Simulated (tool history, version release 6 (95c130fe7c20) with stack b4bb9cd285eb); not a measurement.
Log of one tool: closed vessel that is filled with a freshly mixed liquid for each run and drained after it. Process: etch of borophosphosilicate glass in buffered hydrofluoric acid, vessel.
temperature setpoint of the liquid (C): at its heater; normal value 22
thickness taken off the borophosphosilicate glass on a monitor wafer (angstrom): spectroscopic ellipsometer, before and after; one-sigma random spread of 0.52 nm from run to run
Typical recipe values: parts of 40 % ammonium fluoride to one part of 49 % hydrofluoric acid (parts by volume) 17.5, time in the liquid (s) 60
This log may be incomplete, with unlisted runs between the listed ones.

| run | hour | temperature setpoint of the liquid (C) | parts of 40 % ammonium fluoride to one part of 49 % hydrofluoric acid (parts by volume) | time in the liquid (s) | read-back film thickness of the borophosphosilicate glass reference wafer, read on the same gauge (nm) | thickness taken off the borophosphosilicate glass on a monitor wafer (angstrom) |
|---|---|---|---|---|---|---|
| 1 | 0 | 22 | 19 | 60 | 50 | 920.8 |
| 2 | 34 | 22 | 19 | 60 | 49.99 | 925.1 |
| 3 | 53.8 | 22 | 19 | 60 | 50 | 924.4 |
| 4 | 68.7 | 22 | 17.5 | 60 | 50.01 | 1016.7 |
| 5 | 99.7 | 22 | 17.5 | 60 | 50.03 | 1005.3 |
| 6 | 125.6 | 22 | 17.5 | 60 | 50.01 | 1010.3 |
| 7 | 144.4 | 19 | 22.5 | 45 | 49.98 | 512.2 |
| 8 | 178.3 | 23.5 | 17.5 | 60 | 50.01 | 1098.3 |
| 9 | 202.4 | 26.5 | 19.5 | 35 | 50.01 | 682.5 |
| 10 | 309.9 | 22 | 17.5 | 60 | 50.01 | 1031.8 |
| 11 | 354.3 | 22 | 17.5 | 50 | 49.99 | 855.4 |
| 12 | 374.4 | 22 | 21.5 | 35 | 49.99 | 496.2 |
| 13 | 398.6 | 22 | 14.5 | 60 | 50.01 | 1233.1 |
| 14 | 430.9 | 25.5 | 17.5 | 35 | 50.04 | 727.8 |
|  | 434.5 | hydrofluoric acid flow meter replaced |
| 15 | 465.8 | 22 | 12 | 30 | 50.04 | 712.1 |
| 16 | 483.8 | 20.5 | 14.5 | 60 | 50.03 | 1101.3 |

Estimate the outcome of run 17 from the log above:
|  | 502.5 | gauge calibrated |
| 17 | 513.3 | 22 | 17.5 | 60 | ? | ? |

Run 17 gave read-back film thickness of the borophosphosilicate glass reference wafer, read on the same gauge (nm) 50.01, thickness taken off the borophosphosilicate glass on a monitor wafer (angstrom) 1000.1.
On a tool with no hidden condition, and with the same random variation, this run would have come out at thickness taken off the borophosphosilicate glass on a monitor wafer (angstrom) 972.4.
